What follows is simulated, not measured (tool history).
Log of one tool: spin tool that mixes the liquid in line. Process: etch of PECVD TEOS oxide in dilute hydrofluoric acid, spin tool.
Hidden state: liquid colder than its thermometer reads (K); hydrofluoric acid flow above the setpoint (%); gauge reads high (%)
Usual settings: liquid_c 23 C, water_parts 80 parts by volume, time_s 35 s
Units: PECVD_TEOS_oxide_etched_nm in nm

run    hour  liquid_c  water_parts  time_s  wafers since the last listed run  hours since the thermometer was replaced  hours since the hydrofluoric acid flow meter was replaced  hours since the gauge calibration  read-back film thickness of the PECVD TEOS oxide reference wafer, read on the same gauge (nm)  PECVD_TEOS_oxide_etched_nm
  1       0        23           80      35                                 0                                     840.5                                                       25.1                              641.6                                                                                            140                        7.15
  2    46.1        23           80      35                               564                                     886.6                                                       71.2                              687.7                                                                                         139.99                         7.2
  3   150.2        23           80      35                              1275                                     990.7                                                      175.3                              791.8                                                                                         139.99                        7.35
      290.5  -- gauge calibrated
  4   334.1        23           80      35                              2253                                    1174.6                                                      359.2                               43.6                                                                                         140.01                        7.48
  5   393.2        21          105      35                               724                                    1233.7                                                      418.3                              102.7                                                                                         139.99                        5.15
        397  -- hydrofluoric acid flow meter replaced
  6   451.8        21          105      35                               705                                    1292.3                                                       54.8                              161.3                                                                                            140                        4.77
  7   524.3        21          105      35                               888                                    1364.8                                                      127.3                              233.8                                                                                         139.99                        4.84
  8   565.6        23           90      30                               506                                    1406.1                                                      168.6                              275.1                                                                                            140                        5.34
  9   666.9        23           90      30                              1241                                    1507.4                                                      269.9                              376.4                                                                                            140                        5.49
 10   769.5        23           90      30                              1257                                      1610                                                      372.5                                479                                                                                            140                        5.53
 11   808.7        23           70      35                               480                                    1649.2                                                      411.7                              518.2                                                                                         139.98                        8.61
      879.3  -- hydrofluoric acid flow meter replaced
 12   907.3        23           70      35                              1195                                    1747.8                                                         28                              616.8                                                                                         139.99                        8.08
 13  1007.6      26.5           65      35                              1228                                    1848.1                                                      128.3                              717.1                                                                                            140                       10.11
 14  1063.9        23           80      35                               689                                    1904.4                                                      184.6                              773.4                                                                                         140.02                        7.14
 15  1163.3      19.5           45      45                              1217                                    2003.8                                                        284                              872.8                                                                                         140.01                       14.66
 16  1245.6        21          115      35                              1008                                    2086.1                                                      366.3                              955.1                                                                                         140.01                        4.43
       1264  -- thermometer replaced
     1294.2  -- hydrofluoric acid flow meter replaced
 17  1295.4        23           70      35                               585                                      31.4                                                        1.2                             1004.9                                                                                         140.02                        8.32
       1301  -- gauge calibrated
 18  1332.3        25          110      35                               452                                      68.3                                                       38.1                               31.3                                                                                            140                         5.4
 19  1431.7        23           80      20                              1217                                     167.7                                                      137.5                              130.7                                                                                            140                        4.19
 20    1484        23           90      30                               640                                       220                                                      189.8                                183                                                                                         139.99                        5.57
 21  1556.6        23          100      35                               889                                     292.6                                                      262.4                              255.6                                                                                         139.99                        5.84
 22  1610.7        23           80      35                               662                                     346.7                                                      316.5                              309.7                                                                                            140                         7.6
 23  1708.3        20           60      50                              1195                                     444.3                                                      414.1                              407.3                                                                                         139.99                       13.24
     1751.2  -- hydrofluoric acid flow meter replaced
 24  1758.8        26           95      25                               606                                     494.8                                                        7.6                              457.8                                                                                            140                        4.79

3 ways to go on from here, each from the tool as it stands after run 24. What would each give?
  A  1759.2        23           80      35                                 4                                     495.2                                                          8                              458.2                                                                                              ?                           ?
  B  1759.2      25.5          115      35                                 4                                     495.2                                                          8                              458.2                                                                                              ?                           ?
  C  1759.2        18          110      35                                 4                                     495.2                                                          8                              458.2                                                                                              ?                           ?

run  read-back film thickness of the PECVD TEOS oxide reference wafer, read on the same gauge (nm)  PECVD_TEOS_oxide_etched_nm
  A                                                                                            140                         7.1
  B                                                                                            140                        5.23
  C                                                                                            140                        4.06
Without the tool's hidden state the same runs would have given:
run  PECVD_TEOS_oxide_etched_nm
  A                        7.23
  B                        5.32
  C                        4.14
